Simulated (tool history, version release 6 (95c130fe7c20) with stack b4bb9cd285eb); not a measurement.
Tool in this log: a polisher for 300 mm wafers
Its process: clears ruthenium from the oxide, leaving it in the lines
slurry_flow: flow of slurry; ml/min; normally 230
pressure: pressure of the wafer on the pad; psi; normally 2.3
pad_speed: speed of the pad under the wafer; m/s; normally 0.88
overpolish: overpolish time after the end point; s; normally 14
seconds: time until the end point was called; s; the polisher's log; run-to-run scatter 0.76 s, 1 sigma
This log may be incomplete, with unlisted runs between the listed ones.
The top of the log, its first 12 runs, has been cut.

run   hour  slurry_flow  pressure  pad_speed  overpolish  incoming thickness of the incoming film, nm  seconds
 13  174.8          230       2.3       0.88          20                                         98.5     81.2
 14  186.9          230       2.3       0.88          14                                        101.4     83.7
 15    204          230       2.3       0.88          14                                          100     83.9
 16  216.7          230       2.3       0.88          14                                        101.1     85.5
 17  228.7          230       2.3       0.88           9                                        102.2     89.4
     233.5  -- worn pad replaced by a new one
 18  243.4          305       2.6       0.88          17                                        102.3     71.3
 19  257.3          230       2.3       0.72          10                                        100.3     98.8
 20    272          230       1.6        1.1          21                                        101.2     95.3
 21  289.3          255       2.3       0.88          14                                         98.4     79.6
 22    299          230       2.8       0.88          16                                        100.8     67.5
 23  305.8          170       1.9        0.8          10                                         99.3      112
     309.5  -- head pressure recalibrated
 24    316          190       2.3        0.7          11                                         99.8    114.4
 25  323.5          290       2.3       0.88          18                                         98.8     87.2
 26  336.4          175       2.3        0.6           6                                        100.9    138.4
 27  349.8          170       2.3       0.98          14                                         98.8     84.3
 28  359.3          155       2.3       0.88           8                                        100.3     98.4
     373.4  -- worn pad replaced by a new one
 29  373.9          230       2.3       0.88          14                                         99.6     83.5
 30  388.1          230       2.3       0.88          14                                        101.3       86
 31  402.1          310       2.3        0.7          14                                        100.6    101.8
 32  416.4          150       2.3       0.62          14                                         98.9    124.3
 33  424.4          230       2.5       0.88          18                                        101.9     79.8
 34  430.8          265       1.8       0.66           7                                        100.8      143
 35  445.6          230       2.3       0.88          14                                          101     84.9
 36  460.4          230         2       0.88          19                                        100.6     98.9
 37    472          230       2.3       0.88          14                                          100     87.1

Branching from run 37: 4 alternative next runs. What would each branch give?
  A  472.5          230       2.3       0.88          14                                         99.8        ?
  B  472.5          300       2.9       0.58          14                                         99.8        ?
  C  472.5          230       2.3       0.88          18                                         99.8        ?
  D  472.5          265       3.1       0.88          10                                         99.8        ?

run  seconds
  A     87.3
  B    102.3
  C     87.3
  D     63.8
Take away the tool's hidden state, keep each run's random variation, and the runs would have read:
run  seconds
  A     86.3
  B    101.2
  C     86.3
  D     63.1
